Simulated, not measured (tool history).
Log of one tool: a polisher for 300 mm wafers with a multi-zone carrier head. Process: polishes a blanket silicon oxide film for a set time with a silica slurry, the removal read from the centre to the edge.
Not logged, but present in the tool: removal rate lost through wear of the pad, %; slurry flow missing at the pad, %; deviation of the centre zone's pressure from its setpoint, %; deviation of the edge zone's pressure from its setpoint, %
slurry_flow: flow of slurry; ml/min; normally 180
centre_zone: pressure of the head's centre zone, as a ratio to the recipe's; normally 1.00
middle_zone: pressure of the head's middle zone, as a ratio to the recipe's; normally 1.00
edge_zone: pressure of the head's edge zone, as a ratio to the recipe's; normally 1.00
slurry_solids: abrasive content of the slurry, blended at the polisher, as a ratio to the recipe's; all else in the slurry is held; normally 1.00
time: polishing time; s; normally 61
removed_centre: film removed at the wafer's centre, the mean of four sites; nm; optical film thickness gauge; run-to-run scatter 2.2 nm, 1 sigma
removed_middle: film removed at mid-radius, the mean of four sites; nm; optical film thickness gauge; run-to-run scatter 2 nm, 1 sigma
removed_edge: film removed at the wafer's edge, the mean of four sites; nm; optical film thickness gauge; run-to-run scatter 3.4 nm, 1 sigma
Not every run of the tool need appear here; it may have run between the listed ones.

run,hour,slurry_flow,centre_zone,middle_zone,edge_zone,slurry_solids,time,wafers since the last listed run,wafers polished on this pad,hours since the slurry nozzle was cleaned,hours since the centre zone pressure was calibrated,hours since the edge zone pressure was calibrated,hours since the carrier head's membrane was replaced,"incoming thickness of the incoming film, nm",removed_centre,removed_middle,removed_edge
1,0.0,180,0.94,0.93,1.00,1.00,61,0,1218,861.2,870.9,1027.2,0.5,802.1,201.2,201.1,215.5
# hour 10.3: worn pad replaced by a new one
2,10.8,180,1.00,1.00,0.96,1.00,61,69,4,872.0,881.7,1038.0,11.3,788.6,238.0,240.3,241.0
# hour 17.3: slurry nozzle cleaned
3,22.3,180,1.00,1.00,0.96,1.00,61,106,111,5.0,893.2,1049.5,22.8,796.0,231.8,234.5,233.5
# hour 28.8: edge zone pressure recalibrated
4,32.2,205,1.00,1.04,1.00,1.00,61,80,191,14.9,903.1,3.4,32.7,790.9,237.3,245.1,232.8
5,41.9,180,1.00,1.00,0.94,1.00,61,98,290,24.6,912.8,13.1,42.4,801.3,229.2,230.1,227.5
# hour 57.8: centre zone pressure recalibrated
6,58.3,180,1.00,1.00,1.00,1.20,73,146,436,41.0,0.5,29.5,58.8,792.4,288.3,289.1,292.9
7,66.3,150,1.00,1.05,1.00,1.00,61,81,518,49.0,8.5,37.5,66.8,802.2,219.1,230.7,218.1
8,81.6,180,1.00,1.00,1.00,1.00,61,155,673,64.3,23.8,52.8,82.1,785.2,221.0,227.1,227.1
9,99.6,180,1.00,1.00,1.00,1.00,61,183,856,82.3,41.8,70.8,100.1,792.6,220.1,221.1,221.3
10,115.5,180,1.00,1.00,0.94,1.00,61,161,1018,98.2,57.7,86.7,116.0,789.2,218.0,216.5,213.0
11,127.8,180,1.00,1.00,1.00,1.00,61,125,1143,110.5,70.0,99.0,128.3,782.9,212.0,213.9,220.3
12,145.6,115,1.08,1.00,1.00,1.00,61,180,1324,128.3,87.8,116.8,146.1,772.0,203.3,195.9,203.7
# hour 155.8: worn pad replaced by a new one
13,162.1,180,1.00,1.00,1.00,1.00,61,127,64,144.8,104.3,133.3,162.6,781.2,231.7,241.0,236.7
14,171.6,180,1.00,1.00,1.00,1.00,61,96,160,154.3,113.8,142.8,172.1,779.8,233.8,240.6,238.0
15,182.2,180,1.00,1.00,1.00,1.00,77,107,268,164.9,124.4,153.4,182.7,798.9,295.7,297.8,294.6
16,210.0,180,0.93,1.00,1.03,1.10,61,282,551,192.7,152.2,181.2,210.5,788.1,217.3,237.8,244.0
17,216.3,180,0.96,1.10,1.08,1.00,44,64,615,199.0,158.5,187.5,216.8,790.0,157.9,182.0,173.8
18,222.5,125,1.00,0.95,0.92,1.00,66,63,678,205.2,164.7,193.7,223.0,784.2,227.2,220.5,231.6
19,229.7,200,1.00,1.00,0.91,0.85,61,73,751,212.4,171.9,200.9,230.2,786.0,210.5,217.4,208.5
20,269.6,180,1.00,1.00,1.00,1.00,61,405,1157,252.3,211.8,240.8,270.1,790.6,217.1,216.2,220.8
21,279.7,180,1.00,1.00,1.08,1.00,61,102,1259,262.4,221.9,250.9,280.2,799.3,213.9,216.3,222.8
22,292.2,240,1.00,0.93,0.96,1.00,61,127,1386,274.9,234.4,263.4,292.7,791.1,220.3,209.9,223.6

Each run again, without the hidden state but with its own random variation kept:
run,removed_centre,removed_middle,removed_edge
1,225.3,225.2,241.3
2,240.8,243.2,243.9
3,236.8,239.6,238.5
4,244.3,252.4,239.7
5,237.8,238.8,236.1
6,303.2,304.1,308.1
7,232.0,244.3,230.9
8,237.0,243.6,243.5
9,239.7,240.8,241.0
10,240.6,239.0,235.2
11,236.6,238.7,245.8
12,230.5,222.1,230.9
13,232.9,242.3,238.0
14,236.8,243.7,241.0
15,302.1,304.2,301.0
16,227.1,248.5,254.9
17,165.8,191.2,182.6
18,239.9,232.8,244.5
19,223.6,230.9,221.5
20,238.6,237.5,242.6
21,237.1,239.7,246.9
22,246.9,235.2,250.6
